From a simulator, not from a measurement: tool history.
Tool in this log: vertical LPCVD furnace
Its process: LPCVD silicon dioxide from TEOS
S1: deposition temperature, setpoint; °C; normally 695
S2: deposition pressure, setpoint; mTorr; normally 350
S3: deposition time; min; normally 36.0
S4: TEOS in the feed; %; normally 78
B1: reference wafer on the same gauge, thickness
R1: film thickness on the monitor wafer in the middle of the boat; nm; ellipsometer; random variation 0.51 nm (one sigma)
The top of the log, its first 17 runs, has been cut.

run	day	S1	S2	S3	S4	B1	R1
# day 11.717: thermocouples replaced and temperature profile calibrated
18	11.738	695	380	36.0	69	277.02	257.71
19	12.275	695	350	36.0	78	276.88	262.80
20	12.800	695	290	36.0	78	277.02	239.46
21	13.342	685	410	49.0	78	276.98	305.20
22	14.992	695	350	36.0	78	277.06	263.86
23	15.800	695	350	36.0	78	276.97	263.41
24	16.196	704	350	46.5	78	277.12	418.93
25	16.583	704	350	36.0	73	276.99	313.82
26	17.042	691	280	36.0	85	276.92	223.93
27	17.492	695	350	36.0	78	277.03	263.46
28	18.029	685	350	36.0	78	277.14	207.44
29	18.762	695	350	36.0	78	277.01	264.28
30	19.546	695	390	22.5	78	276.95	174.39
31	19.900	695	290	36.0	78	277.03	239.71

Alternative continuations, all from the tool just after run 31; predict every row:
A	20.121	695	350	36.0	78	?	?
B	20.121	695	430	36.0	72	?	?
C	20.121	690	350	24.5	78	?	?
D	20.121	699	350	36.0	69	?	?

run	B1	R1
A	276.96	264.25
B	276.96	281.41
C	276.96	159.83
D	276.96	272.89
Take away the tool's hidden state, keep each run's random variation, and the runs would have read:
run	R1
A	259.67
B	276.53
C	157.03
D	268.20
